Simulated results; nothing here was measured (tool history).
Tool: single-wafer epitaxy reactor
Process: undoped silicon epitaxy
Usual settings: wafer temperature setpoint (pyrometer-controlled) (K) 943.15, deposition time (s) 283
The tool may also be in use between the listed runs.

run     day  wafer temperature setpoint (pyrometer-controlled) (K)  deposition time (s)  read-back reference wafer on the same gauge, thickness_nm  mean film thickness on the monitor wafer (nm)
  1       0                                                 952.15                  254                                                     88.671                                         77.866
  2   2.417                                                 952.15                  254                                                     88.745                                         77.945
  3   3.454                                                 952.15                  254                                                     88.662                                         78.022
  4     5.2                                                 943.15                  283                                                     88.677                                         73.466
      5.612  -- gauge calibrated
  5   6.275                                                 943.15                  283                                                     88.721                                         73.588
  6   8.117                                                 949.15                  283                                                     88.692                                         82.234
  7   10.15                                                 949.15                  283                                                     88.743                                         82.217
  8  12.717                                                 952.15                  283                                                     88.687                                         86.507
  9  15.242                                                 952.15                  283                                                     88.654                                          86.53
 10  16.417                                                 952.15                  283                                                     88.658                                         86.571
 11  19.062                                                 943.15                  324                                                     88.715                                         84.272
 12  21.879                                                 943.15                  324                                                     88.717                                         84.111
 13  23.479                                                 943.15                  283                                                     88.691                                         73.438
 14    25.8                                                 936.15                  239                                                      88.68                                         54.413
 15  26.938                                                 952.15                  269                                                     88.714                                         82.111
     27.758  -- gauge calibrated
     27.854  -- pyrometer calibrated
 16  28.542                                                 949.15                  268                                                      88.69                                         81.545
 17  31.062                                                 932.15                  283                                                     88.672                                         62.597
 18  32.246                                                 934.15                  246                                                     88.697                                          56.56
 19  33.658                                                 943.15                  283                                                     88.724                                         76.529
 20  35.488                                                 932.15                  336                                                     88.743                                         73.827
 21  37.542                                                 929.15                  311                                                     88.746                                         64.395
 22  39.196                                                 929.15                  299                                                     88.713                                         61.807
 23  40.225                                                 943.15                  242                                                     88.678                                          64.87
 24  41.958                                                 943.15                  283                                                     88.668                                         75.749
 25  44.679                                                 957.15                  283                                                     88.669                                         97.293
 26  45.712                                                 952.15                  254                                                     88.704                                         79.779

Forecast each of these 4 alternatives for the next run:
  A  45.733                                                 943.15                  283                                                          ?                                              ?
  B  45.733                                                 955.15                  309                                                          ?                                              ?
  C  45.733                                                 934.15                  324                                                          ?                                              ?
  D  45.733                                                 936.15                  283                                                          ?                                              ?

run  read-back reference wafer on the same gauge, thickness_nm  mean film thickness on the monitor wafer (nm)
  A                                                     88.704                                         75.391
  B                                                     88.704                                        102.426
  C                                                     88.704                                         73.027
  D                                                     88.704                                         66.216
Without the tool's hidden state the same runs would have given:
run  mean film thickness on the monitor wafer (nm)
  A                                         77.362
  B                                        105.044
  C                                         74.969
  D                                         67.971

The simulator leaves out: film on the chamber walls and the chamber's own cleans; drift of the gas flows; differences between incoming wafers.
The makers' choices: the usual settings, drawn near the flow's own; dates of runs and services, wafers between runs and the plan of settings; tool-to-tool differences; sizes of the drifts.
